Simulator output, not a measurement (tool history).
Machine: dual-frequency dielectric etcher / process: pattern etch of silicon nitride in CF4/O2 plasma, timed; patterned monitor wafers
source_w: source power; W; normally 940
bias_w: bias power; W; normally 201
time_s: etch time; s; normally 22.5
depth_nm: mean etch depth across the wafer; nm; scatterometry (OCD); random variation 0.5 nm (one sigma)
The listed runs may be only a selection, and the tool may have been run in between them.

| run | hour | source_w | bias_w | time_s | wafers since the last listed run | hours since the last wet clean | hours since the last source power generator calibration | hours since the last bias power generator calibration | hours since the last upper electrode change | hours since the gauge calibration | read-back reference wafer on the same gauge, depth_nm | depth_nm |
|---|---|---|---|---|---|---|---|---|---|---|---|---|
| 1 | 0 | 940 | 201 | 22.5 | 0 | 234.8 | 3334.2 | 686.8 | 2842.7 | 1051.7 | 69.1 | 81.9 |
| 2 | 100 | 940 | 201 | 22.5 | 1008 | 334.8 | 3434.2 | 786.8 | 2942.7 | 1151.7 | 69.1 | 81.7 |
| 3 | 145.8 | 790 | 201 | 25.5 | 461 | 380.6 | 3480 | 832.6 | 2988.5 | 1197.5 | 68.9 | 76.1 |
|  | 238.2 | wet clean of the chamber |
| 4 | 253.2 | 790 | 201 | 25.5 | 840 | 15 | 3587.4 | 940 | 3095.9 | 1304.9 | 69 | 75.3 |
| 5 | 315.1 | 790 | 201 | 25.5 | 624 | 76.9 | 3649.3 | 1001.9 | 3157.8 | 1366.8 | 69 | 76.4 |
| 6 | 396.9 | 940 | 201 | 22.5 | 824 | 158.7 | 3731.1 | 1083.7 | 3239.6 | 1448.6 | 68.9 | 82.6 |
| 7 | 456.9 | 940 | 201 | 22.5 | 604 | 218.7 | 3791.1 | 1143.7 | 3299.6 | 1508.6 | 69 | 80.8 |
| 8 | 554.6 | 940 | 201 | 22.5 | 984 | 316.4 | 3888.8 | 1241.4 | 3397.3 | 1606.3 | 68.9 | 81.6 |
|  | 579.3 | gauge calibrated |
| 9 | 598.8 | 940 | 201 | 22.5 | 445 | 360.6 | 3933 | 1285.6 | 3441.5 | 19.5 | 69 | 80.9 |
| 10 | 702.4 | 940 | 201 | 22.5 | 1044 | 464.2 | 4036.6 | 1389.2 | 3545.1 | 123.1 | 69 | 81.1 |
|  | 736.9 | upper electrode replaced |
| 11 | 740.9 | 1010 | 201 | 22.5 | 146 | 502.7 | 4075.1 | 1427.7 | 4 | 161.6 | 69 | 88.3 |
|  | 818.2 | wet clean of the chamber |
| 12 | 818.7 | 810 | 159 | 16 | 542 | 0.5 | 4152.9 | 1505.5 | 81.8 | 239.4 | 69.1 | 45.4 |
| 13 | 892.5 | 1020 | 217 | 22.5 | 744 | 74.3 | 4226.7 | 1579.3 | 155.6 | 313.2 | 68.9 | 90.2 |
|  | 956.2 | source power generator calibrated |
| 14 | 972.1 | 790 | 165 | 24.5 | 762 | 153.9 | 15.9 | 1658.9 | 235.2 | 392.8 | 69 | 65.2 |
|  | 1037.3 | bias power generator calibrated |
| 15 | 1064.7 | 710 | 225 | 27.5 | 893 | 246.5 | 108.5 | 27.4 | 327.8 | 485.4 | 68.9 | 72.8 |
| 16 | 1138.1 | 940 | 201 | 22.5 | 739 | 319.9 | 181.9 | 100.8 | 401.2 | 558.8 | 69 | 77.8 |
| 17 | 1216.9 | 1020 | 250 | 22.5 | 794 | 398.7 | 260.7 | 179.6 | 480 | 637.6 | 68.9 | 91.9 |
| 18 | 1257.3 | 940 | 201 | 22.5 | 407 | 439.1 | 301.1 | 220 | 520.4 | 678 | 68.9 | 77.7 |
| 19 | 1325.2 | 940 | 201 | 18 | 684 | 507 | 369 | 287.9 | 588.3 | 745.9 | 69 | 63.5 |
|  | 1364.8 | wet clean of the chamber |
| 20 | 1370.5 | 940 | 201 | 22.5 | 214 | 5.7 | 414.3 | 333.2 | 633.6 | 791.2 | 69 | 78.3 |
| 21 | 1476.2 | 940 | 201 | 22.5 | 1065 | 111.4 | 520 | 438.9 | 739.3 | 896.9 | 69 | 79.3 |
| 22 | 1552.7 | 780 | 201 | 22.5 | 771 | 187.9 | 596.5 | 515.4 | 815.8 | 973.4 | 69 | 64.7 |
| 23 | 1602.4 | 940 | 201 | 19 | 501 | 237.6 | 646.2 | 565.1 | 865.5 | 1023.1 | 68.9 | 66.8 |

Each row is a separate what-if for the run after 23, all from the same tool condition, not one after another. Results?
| A | 1602.8 | 1070 | 201 | 22.5 | 4 | 238 | 646.6 | 565.5 | 865.9 | 1023.5 | ? | ? |
| B | 1602.8 | 1100 | 174 | 28 | 4 | 238 | 646.6 | 565.5 | 865.9 | 1023.5 | ? | ? |
| C | 1602.8 | 750 | 232 | 25.5 | 4 | 238 | 646.6 | 565.5 | 865.9 | 1023.5 | ? | ? |

| run | read-back reference wafer on the same gauge, depth_nm | depth_nm |
|---|---|---|
| A | 68.9 | 90.6 |
| B | 68.9 | 110.2 |
| C | 68.9 | 74.3 |
Without the tool's unlogged condition, the same runs would have read:
| run | depth_nm |
|---|---|
| A | 88.8 |
| B | 108 |
| C | 72.8 |

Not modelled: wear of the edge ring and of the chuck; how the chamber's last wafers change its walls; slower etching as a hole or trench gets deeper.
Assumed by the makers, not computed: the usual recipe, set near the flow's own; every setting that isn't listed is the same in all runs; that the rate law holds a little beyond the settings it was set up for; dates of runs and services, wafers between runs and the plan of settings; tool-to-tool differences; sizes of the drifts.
